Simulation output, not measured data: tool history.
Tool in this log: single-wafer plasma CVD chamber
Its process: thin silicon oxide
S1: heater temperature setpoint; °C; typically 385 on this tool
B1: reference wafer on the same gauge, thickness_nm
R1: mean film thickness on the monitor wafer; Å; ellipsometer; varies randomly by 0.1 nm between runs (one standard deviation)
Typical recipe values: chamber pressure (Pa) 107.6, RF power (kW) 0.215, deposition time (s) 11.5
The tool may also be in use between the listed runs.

{"run": 1, "day": 0.0, "S1": 385, "chamber pressure (Pa)": 88.7, "RF power (kW)": 0.215, "deposition time (s)": 11.5, "B1": 17.38, "R1": 146.09}
{"run": 2, "day": 0.608, "S1": 385, "chamber pressure (Pa)": 107.6, "RF power (kW)": 0.215, "deposition time (s)": 11.5, "B1": 17.389, "R1": 171.47}
{"run": 3, "day": 1.546, "S1": 385, "chamber pressure (Pa)": 126, "RF power (kW)": 0.215, "deposition time (s)": 11.5, "B1": 17.445, "R1": 194.61}
{"day": 1.742, "done": "gauge calibrated"}
{"run": 4, "day": 2.242, "S1": 385, "chamber pressure (Pa)": 126, "RF power (kW)": 0.215, "deposition time (s)": 11.5, "B1": 17.41, "R1": 194.32}
{"run": 5, "day": 3.496, "S1": 385, "chamber pressure (Pa)": 126, "RF power (kW)": 0.215, "deposition time (s)": 11.5, "B1": 17.39, "R1": 194.07}
{"run": 6, "day": 4.312, "S1": 385, "chamber pressure (Pa)": 107.6, "RF power (kW)": 0.215, "deposition time (s)": 11.5, "B1": 17.413, "R1": 172.5}
{"run": 7, "day": 5.188, "S1": 385, "chamber pressure (Pa)": 107.6, "RF power (kW)": 0.215, "deposition time (s)": 11.5, "B1": 17.415, "R1": 172.6}
{"run": 8, "day": 6.442, "S1": 385, "chamber pressure (Pa)": 126.4, "RF power (kW)": 0.185, "deposition time (s)": 13, "B1": 17.357, "R1": 208.09}
{"run": 9, "day": 7.292, "S1": 385, "chamber pressure (Pa)": 97.7, "RF power (kW)": 0.23, "deposition time (s)": 12.7, "B1": 17.369, "R1": 180.48}
{"run": 10, "day": 8.567, "S1": 385, "chamber pressure (Pa)": 107.6, "RF power (kW)": 0.215, "deposition time (s)": 11.5, "B1": 17.4, "R1": 171.84}
{"day": 9.383, "done": "capacitance manometer re-zeroed and calibrated"}
{"run": 11, "day": 9.404, "S1": 385, "chamber pressure (Pa)": 107.6, "RF power (kW)": 0.215, "deposition time (s)": 11.5, "B1": 17.402, "R1": 183.89}
{"run": 12, "day": 10.458, "S1": 392, "chamber pressure (Pa)": 82.9, "RF power (kW)": 0.18, "deposition time (s)": 9.8, "B1": 17.365, "R1": 117.03}
{"run": 13, "day": 11.908, "S1": 385, "chamber pressure (Pa)": 107.6, "RF power (kW)": 0.215, "deposition time (s)": 11.5, "B1": 17.375, "R1": 183.74}
{"run": 14, "day": 12.546, "S1": 379, "chamber pressure (Pa)": 107.6, "RF power (kW)": 0.18, "deposition time (s)": 11.5, "B1": 17.341, "R1": 169.9}
{"day": 13.321, "done": "showerhead replaced"}
{"run": 15, "day": 13.775, "S1": 385, "chamber pressure (Pa)": 107.6, "RF power (kW)": 0.215, "deposition time (s)": 11.5, "B1": 17.373, "R1": 180.67}
{"run": 16, "day": 15.271, "S1": 379, "chamber pressure (Pa)": 93.1, "RF power (kW)": 0.2, "deposition time (s)": 11.5, "B1": 17.402, "R1": 155.53}
{"run": 17, "day": 16.288, "S1": 385, "chamber pressure (Pa)": 107.6, "RF power (kW)": 0.215, "deposition time (s)": 13.1, "B1": 17.388, "R1": 204.48}
{"run": 18, "day": 16.8, "S1": 395, "chamber pressure (Pa)": 129.3, "RF power (kW)": 0.215, "deposition time (s)": 10.8, "B1": 17.458, "R1": 194.05}
{"run": 19, "day": 19.971, "S1": 398, "chamber pressure (Pa)": 96.8, "RF power (kW)": 0.24, "deposition time (s)": 11.5, "B1": 17.433, "R1": 169.36}
{"run": 20, "day": 20.679, "S1": 370, "chamber pressure (Pa)": 107.6, "RF power (kW)": 0.2, "deposition time (s)": 11.5, "B1": 17.358, "R1": 174.8}
{"day": 21.142, "done": "thermocouple changed; heater temperature recalibrated"}
{"run": 21, "day": 22.067, "S1": 385, "chamber pressure (Pa)": 93.2, "RF power (kW)": 0.215, "deposition time (s)": 11.5, "B1": 17.393, "R1": 158.84}
{"run": 22, "day": 22.871, "S1": 385, "chamber pressure (Pa)": 107.6, "RF power (kW)": 0.215, "deposition time (s)": 11.5, "B1": 17.394, "R1": 177.69}
{"run": 23, "day": 23.854, "S1": 385, "chamber pressure (Pa)": 107.6, "RF power (kW)": 0.215, "deposition time (s)": 11.5, "B1": 17.338, "R1": 178.61}
{"run": 24, "day": 24.825, "S1": 375, "chamber pressure (Pa)": 123.9, "RF power (kW)": 0.175, "deposition time (s)": 13.1, "B1": 17.447, "R1": 207.03}
{"run": 25, "day": 25.792, "S1": 385, "chamber pressure (Pa)": 107.6, "RF power (kW)": 0.205, "deposition time (s)": 11.5, "B1": 17.444, "R1": 174.24}
{"run": 26, "day": 26.433, "S1": 395, "chamber pressure (Pa)": 129.3, "RF power (kW)": 0.215, "deposition time (s)": 10.8, "B1": 17.414, "R1": 190.32}
{"run": 27, "day": 27.467, "S1": 385, "chamber pressure (Pa)": 84.4, "RF power (kW)": 0.215, "deposition time (s)": 11.5, "B1": 17.379, "R1": 145.2}
{"run": 28, "day": 28.425, "S1": 385, "chamber pressure (Pa)": 97.7, "RF power (kW)": 0.23, "deposition time (s)": 12.7, "B1": 17.419, "R1": 184.29}
{"run": 29, "day": 29.021, "S1": 375, "chamber pressure (Pa)": 96.4, "RF power (kW)": 0.215, "deposition time (s)": 11.5, "B1": 17.379, "R1": 160.68}
{"day": 29.708, "done": "gauge calibrated"}
{"run": 30, "day": 30.467, "S1": 378, "chamber pressure (Pa)": 107.6, "RF power (kW)": 0.245, "deposition time (s)": 11.5, "B1": 17.371, "R1": 184.74}

How would selected steps in R1 from run to run divide? Give the signed amount a tool lacking its hidden state would still show from settings, what came in and random variation, and the signed amount left for the hidden state, including any gauge scatter that is not in both of the compared results.
Hidden state present: wafer temperature above the value expected at the setpoint (K); delivered RF power above the setpoint (%); true pressure above the setpoint (%); gauge reads high (%).
Run 9 -> 10: chamber pressure (Pa) 97.7 -> 107.6, RF power (kW) 0.23 -> 0.215, deposition time (s) 12.7 -> 11.5. R1 -8.64 Å: hidden state +1.62, all else -10.26.
Run 10 -> 11: capacitance manometer re-zeroed and calibrated. R1 +12.05 Å: hidden state +11.47, all else +0.58.
Run 11 -> 12: S1 385 -> 392, chamber pressure (Pa) 107.6 -> 82.9, RF power (kW) 0.215 -> 0.18, deposition time (s) 11.5 -> 9.8. R1 -66.86 Å: hidden state -0.39, all else -66.47.
Run 12 -> 13: S1 392 -> 385, chamber pressure (Pa) 82.9 -> 107.6, RF power (kW) 0.18 -> 0.215, deposition time (s) 9.8 -> 11.5. R1 +66.71 Å: hidden state -0.98, all else +67.69.
Run 16 -> 17: S1 379 -> 385, chamber pressure (Pa) 93.1 -> 107.6, RF power (kW) 0.2 -> 0.215, deposition time (s) 11.5 -> 13.1. R1 +48.95 Å: hidden state -1.1, all else +50.05.
Run 27 -> 28: chamber pressure (Pa) 84.4 -> 97.7, RF power (kW) 0.215 -> 0.23, deposition time (s) 11.5 -> 12.7. R1 +39.09 Å: hidden state -1.68, all else +40.77.

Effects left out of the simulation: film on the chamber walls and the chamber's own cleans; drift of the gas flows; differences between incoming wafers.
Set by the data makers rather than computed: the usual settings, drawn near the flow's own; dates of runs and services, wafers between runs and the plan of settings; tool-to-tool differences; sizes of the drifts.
